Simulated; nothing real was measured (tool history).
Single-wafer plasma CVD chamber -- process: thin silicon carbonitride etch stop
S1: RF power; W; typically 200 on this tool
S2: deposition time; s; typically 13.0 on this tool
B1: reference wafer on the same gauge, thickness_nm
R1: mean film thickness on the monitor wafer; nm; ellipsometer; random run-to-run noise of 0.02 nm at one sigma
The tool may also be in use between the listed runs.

run,day,S1,S2,B1,R1
1,0.000,200,13.0,7.025,6.661
2,2.996,200,13.0,7.025,6.647
3,5.062,200,13.0,7.026,6.639
4,6.692,200,13.0,7.026,6.620
5,7.842,200,13.0,7.018,6.632
6,10.233,175,13.0,7.019,6.381
# day 17.375: gauge calibrated
# day 19.033: showerhead replaced
7,19.150,175,13.0,7.014,6.371
8,21.562,200,10.9,7.016,5.558
9,23.046,200,10.9,7.017,5.532
10,25.746,180,13.0,7.018,6.424
11,27.900,180,13.0,7.021,6.418
# day 33.108: thermocouple changed; heater temperature recalibrated
12,34.796,215,10.9,7.019,5.621
13,36.658,185,13.0,7.022,6.439
14,37.929,165,13.7,7.021,6.582
15,38.933,235,11.5,7.026,6.065
16,41.258,200,13.0,7.021,6.579
# day 42.571: RF generator calibrated
17,43.521,175,13.0,7.020,6.464
18,45.025,180,12.0,7.032,6.044
# day 46.608: gauge calibrated
19,46.996,200,13.0,7.014,6.686
20,48.738,200,14.9,7.021,7.720
21,50.000,225,11.5,7.017,6.142
22,52.858,200,11.7,7.016,6.055

What will run 23 give?
23,55.562,200,13.0,?,?

B1: 7.019
R1: 6.701 nm
Were there no unlogged condition in the tool, this run, its random variation unchanged, would have produced R1 6.724 nm.
